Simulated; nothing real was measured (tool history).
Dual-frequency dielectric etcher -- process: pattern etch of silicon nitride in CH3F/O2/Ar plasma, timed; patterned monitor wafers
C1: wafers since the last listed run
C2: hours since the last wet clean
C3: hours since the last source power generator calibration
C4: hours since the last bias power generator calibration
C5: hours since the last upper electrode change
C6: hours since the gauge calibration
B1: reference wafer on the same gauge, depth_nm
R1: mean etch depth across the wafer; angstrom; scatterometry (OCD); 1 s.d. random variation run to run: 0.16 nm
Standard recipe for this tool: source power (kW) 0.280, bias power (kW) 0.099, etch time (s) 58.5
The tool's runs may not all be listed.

Run 1, hour 0.0: usual settings but bias power (kW) 0.112; C1 0; C2 329.1; C3 1657.8; C4 3444.1; C5 5178.1; C6 64.1; B1 30.30. Result: R1 378.4 angstrom.
At hour 58.3: wet clean of the chamber.
Run 2, hour 206.2: usual settings; C1 3098; C2 147.9; C3 1864.0; C4 3650.3; C5 5384.3; C6 270.3; B1 30.28. Result: R1 369.2 angstrom.
Run 3, hour 252.5: usual settings; C1 787; C2 194.2; C3 1910.3; C4 3696.6; C5 5430.6; C6 316.6; B1 30.32. Result: R1 367.0 angstrom.
At hour 281.8: bias power generator calibrated.
Run 4, hour 290.9: usual settings but bias power (kW) 0.088; C1 584; C2 232.6; C3 1948.7; C4 9.1; C5 5469.0; C6 355.0; B1 30.31. Result: R1 346.0 angstrom.
Run 5, hour 348.8: usual settings; C1 984; C2 290.5; C3 2006.6; C4 67.0; C5 5526.9; C6 412.9; B1 30.31. Result: R1 362.5 angstrom.
Run 6, hour 389.3: usual settings; C1 688; C2 331.0; C3 2047.1; C4 107.5; C5 5567.4; C6 453.4; B1 30.28. Result: R1 362.5 angstrom.
At hour 394.2: source power generator calibrated.
At hour 422.6: wet clean of the chamber.
Run 7, hour 457.3: usual settings; C1 680; C2 34.7; C3 63.1; C4 175.5; C5 5635.4; C6 521.4; B1 30.32. Result: R1 372.0 angstrom.
Run 8, hour 499.2: usual settings but source power (kW) 0.320, bias power (kW) 0.120; C1 712; C2 76.6; C3 105.0; C4 217.4; C5 5677.3; C6 563.3; B1 30.31. Result: R1 425.0 angstrom.
At hour 542.9: upper electrode replaced.
Run 9, hour 543.4: usual settings; C1 343; C2 120.8; C3 149.2; C4 261.6; C5 0.5; C6 607.5; B1 30.31. Result: R1 367.6 angstrom.
Run 10, hour 584.7: usual settings but bias power (kW) 0.119; C1 702; C2 162.1; C3 190.5; C4 302.9; C5 41.8; C6 648.8; B1 30.32. Result: R1 400.4 angstrom.
Run 11, hour 626.5: usual settings but etch time (s) 70.0; C1 710; C2 203.9; C3 232.3; C4 344.7; C5 83.6; C6 690.6; B1 30.28. Result: R1 436.2 angstrom.
At hour 630.7: gauge calibrated.
Run 12, hour 698.1: usual settings but etch time (s) 69.5; C1 1217; C2 275.5; C3 303.9; C4 416.3; C5 155.2; C6 67.4; B1 30.29. Result: R1 426.8 angstrom.
Run 13, hour 727.3: usual settings but source power (kW) 0.320, bias power (kW) 0.120; C1 496; C2 304.7; C3 333.1; C4 445.5; C5 184.4; C6 96.6; B1 30.27. Result: R1 413.0 angstrom.
At hour 777.0: wet clean of the chamber.
Run 14, hour 783.0: usual settings but source power (kW) 0.330; C1 539; C2 6.0; C3 388.8; C4 501.2; C5 240.1; C6 152.3; B1 30.32. Result: R1 392.4 angstrom.
Run 15, hour 828.3: usual settings but source power (kW) 0.260, bias power (kW) 0.081, etch time (s) 66.5; C1 770; C2 51.3; C3 434.1; C4 546.5; C5 285.4; C6 197.6; B1 30.31. Result: R1 373.6 angstrom.

Forecast each of these 3 alternatives for the next run:
Run A, hour 828.7: usual settings; C1 6; C2 51.7; C3 434.5; C4 546.9; C5 285.8; C6 198.0; B1 ?. Result: R1 ?.
Run B, hour 828.7: usual settings but source power (kW) 0.340, bias power (kW) 0.114; C1 6; C2 51.7; C3 434.5; C4 546.9; C5 285.8; C6 198.0; B1 ?. Result: R1 ?.
Run C, hour 828.7: usual settings but source power (kW) 0.240, bias power (kW) 0.074, etch time (s) 43.0; C1 6; C2 51.7; C3 434.5; C4 546.9; C5 285.8; C6 198.0; B1 ?. Result: R1 ?.

run     B1     R1
  A  30.30  376.2
  B  30.30  427.5
  C  30.30  228.6
What these runs would have given with no unlogged condition in the tool:
run     R1
  A  378.8
  B  430.5
  C  230.2
